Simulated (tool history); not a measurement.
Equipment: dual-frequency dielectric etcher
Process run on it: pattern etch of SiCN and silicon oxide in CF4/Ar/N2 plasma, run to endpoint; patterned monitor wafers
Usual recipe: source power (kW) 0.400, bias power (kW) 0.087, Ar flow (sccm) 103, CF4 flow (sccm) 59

| run | hour | source power (kW) | bias power (kW) | Ar flow (sccm) | CF4 flow (sccm) | wafers since the last listed run | hours since the last wet clean | hours since the last source power generator calibration | hours since the last bias power generator calibration | hours since the last Ar flow controller change | hours since the last CF4 flow controller change | hours since the last upper electrode change | incoming incoming film thickness, nm | endpoint time (s) |
|---|---|---|---|---|---|---|---|---|---|---|---|---|---|---|
| 1 | 0.0 | 0.400 | 0.087 | 103 | 59 | 0 | 128.0 | 5084.6 | 3970.7 | 103.9 | 60.7 | 28.0 | 14.41 | 16.3 |
| 2 | 18.6 | 0.400 | 0.102 | 123 | 59 | 325 | 146.6 | 5103.2 | 3989.3 | 122.5 | 79.3 | 46.6 | 14.40 | 15.7 |
| 3 | 53.9 | 0.400 | 0.102 | 123 | 59 | 618 | 181.9 | 5138.5 | 4024.6 | 157.8 | 114.6 | 81.9 | 14.55 | 15.9 |
| 4 | 70.3 | 0.400 | 0.073 | 103 | 59 | 287 | 198.3 | 5154.9 | 4041.0 | 174.2 | 131.0 | 98.3 | 14.33 | 17.3 |
| 5 | 87.8 | 0.400 | 0.069 | 103 | 50 | 306 | 215.8 | 5172.4 | 4058.5 | 191.7 | 148.5 | 115.8 | 14.51 | 18.3 |
| 6 | 100.2 | 0.400 | 0.107 | 103 | 49 | 217 | 228.2 | 5184.8 | 4070.9 | 204.1 | 160.9 | 128.2 | 14.34 | 15.0 |
| 7 | 133.3 | 0.400 | 0.093 | 96 | 49 | 580 | 261.3 | 5217.9 | 4104.0 | 237.2 | 194.0 | 161.3 | 14.45 | 15.8 |
| 8 | 160.1 | 0.400 | 0.087 | 103 | 59 | 469 | 288.1 | 5244.7 | 4130.8 | 264.0 | 220.8 | 188.1 | 14.52 | 16.4 |
|  | 172.5 | source power generator calibrated |
| 9 | 182.4 | 0.400 | 0.087 | 82 | 59 | 320 | 310.4 | 9.9 | 4153.1 | 286.3 | 243.1 | 210.4 | 14.42 | 16.2 |
|  | 191.8 | bias power generator calibrated |
| 10 | 196.5 | 0.400 | 0.087 | 103 | 59 | 177 | 324.5 | 24.0 | 4.7 | 300.4 | 257.2 | 224.5 | 14.35 | 17.1 |
| 11 | 218.9 | 0.490 | 0.098 | 89 | 55 | 392 | 346.9 | 46.4 | 27.1 | 322.8 | 279.6 | 246.9 | 14.21 | 12.7 |
| 12 | 234.6 | 0.430 | 0.087 | 84 | 47 | 275 | 362.6 | 62.1 | 42.8 | 338.5 | 295.3 | 262.6 | 14.30 | 15.2 |
| 13 | 252.7 | 0.400 | 0.087 | 103 | 59 | 317 | 380.7 | 80.2 | 60.9 | 356.6 | 313.4 | 280.7 | 14.52 | 17.1 |

For run 14, what comes out?
| 14 | 285.6 | 0.400 | 0.087 | 103 | 59 | 576 | 413.6 | 113.1 | 93.8 | 389.5 | 346.3 | 313.6 | 14.38 | ? |

Run 14 came out at endpoint time (s) 17.0.
With no hidden state in the tool, this same run would have given endpoint time (s) 17.4.
